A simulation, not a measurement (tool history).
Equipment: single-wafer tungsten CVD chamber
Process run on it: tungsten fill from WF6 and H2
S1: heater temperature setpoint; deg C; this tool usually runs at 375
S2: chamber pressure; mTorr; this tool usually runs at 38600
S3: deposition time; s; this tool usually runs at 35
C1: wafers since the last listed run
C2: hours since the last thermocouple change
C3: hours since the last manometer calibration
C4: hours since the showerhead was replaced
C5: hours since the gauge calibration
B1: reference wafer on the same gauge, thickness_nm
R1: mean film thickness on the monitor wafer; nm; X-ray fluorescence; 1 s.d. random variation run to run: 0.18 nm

Run 1, hour 0: usual settings but S1 364 deg C, S3 38.9 s; C1 0; C2 709.9; C3 2549.8; C4 3266; C5 608.7; B1 60.182. Result: R1 65.12 nm.
Run 2, hour 27.8: usual settings but S1 364 deg C, S3 38.9 s; C1 662; C2 737.7; C3 2577.6; C4 3293.8; C5 636.5; B1 60.19. Result: R1 65.478 nm.
Run 3, hour 59.3: usual settings; C1 750; C2 769.2; C3 2609.1; C4 3325.3; C5 668; B1 60.187. Result: R1 72.342 nm.
Run 4, hour 118.7: usual settings; C1 1416; C2 828.6; C3 2668.5; C4 3384.7; C5 727.4; B1 60.178. Result: R1 72.525 nm.
Run 5, hour 160.1: usual settings; C1 986; C2 870; C3 2709.9; C4 3426.1; C5 768.8; B1 60.22. Result: R1 72.125 nm.
Run 6, hour 192.7: usual settings; C1 777; C2 902.6; C3 2742.5; C4 3458.7; C5 801.4; B1 60.2. Result: R1 72.14 nm.
At hour 242.5: capacitance manometer re-zeroed and calibrated.
Run 7, hour 243: usual settings; C1 1008; C2 952.9; C3 0.5; C4 3509; C5 851.7; B1 60.184. Result: R1 68.518 nm.
Run 8, hour 270.1: usual settings but S3 36.9 s; C1 646; C2 980; C3 27.6; C4 3536.1; C5 878.8; B1 60.2. Result: R1 71.971 nm.
At hour 278.2: gauge calibrated.
At hour 300.2: showerhead replaced.
At hour 336.6: thermocouple changed; heater temperature recalibrated.
Run 9, hour 337.1: usual settings but S3 36.9 s; C1 1215; C2 0.5; C3 94.6; C4 36.9; C5 58.9; B1 60.203. Result: R1 72.725 nm.
Run 10, hour 394: usual settings but S2 33900 mTorr, S3 36.8 s; C1 1356; C2 57.4; C3 151.5; C4 93.8; C5 115.8; B1 60.183. Result: R1 65.476 nm.
Run 11, hour 426.5: usual settings but S1 362 deg C, S3 41.4 s; C1 774; C2 89.9; C3 184; C4 126.3; C5 148.3; B1 60.188. Result: R1 64.342 nm.
Run 12, hour 492.9: usual settings but S2 42500 mTorr, S3 39.8 s; C1 1582; C2 156.3; C3 250.4; C4 192.7; C5 214.7; B1 60.207. Result: R1 84.527 nm.
Run 13, hour 561.8: usual settings but S1 363 deg C, S2 32200 mTorr; C1 1642; C2 225.2; C3 319.3; C4 261.6; C5 283.6; B1 60.238. Result: R1 48.07 nm.
Run 14, hour 586.7: usual settings; C1 593; C2 250.1; C3 344.2; C4 286.5; C5 308.5; B1 60.22. Result: R1 69.908 nm.
Run 15, hour 643: usual settings; C1 1342; C2 306.4; C3 400.5; C4 342.8; C5 364.8; B1 60.236. Result: R1 70.043 nm.
Run 16, hour 711.1: usual settings but S1 365 deg C, S2 43800 mTorr; C1 1623; C2 374.5; C3 468.6; C4 410.9; C5 432.9; B1 60.167. Result: R1 64.005 nm.
Run 17, hour 778.7: usual settings; C1 1611; C2 442.1; C3 536.2; C4 478.5; C5 500.5; B1 60.167. Result: R1 70.722 nm.

Expected results for the next run?
Run 18, hour 807.7: usual settings but S1 388 deg C, S2 43000 mTorr, S3 31.1 s; C1 691; C2 471.1; C3 565.2; C4 507.5; C5 529.5; B1 ?. Result: R1 ?.

{"run 18": {"B1": 60.187, "R1": 85.396}}
On a tool with no hidden condition, and with the same random variation, this run would have come out at R1 82.667 nm.
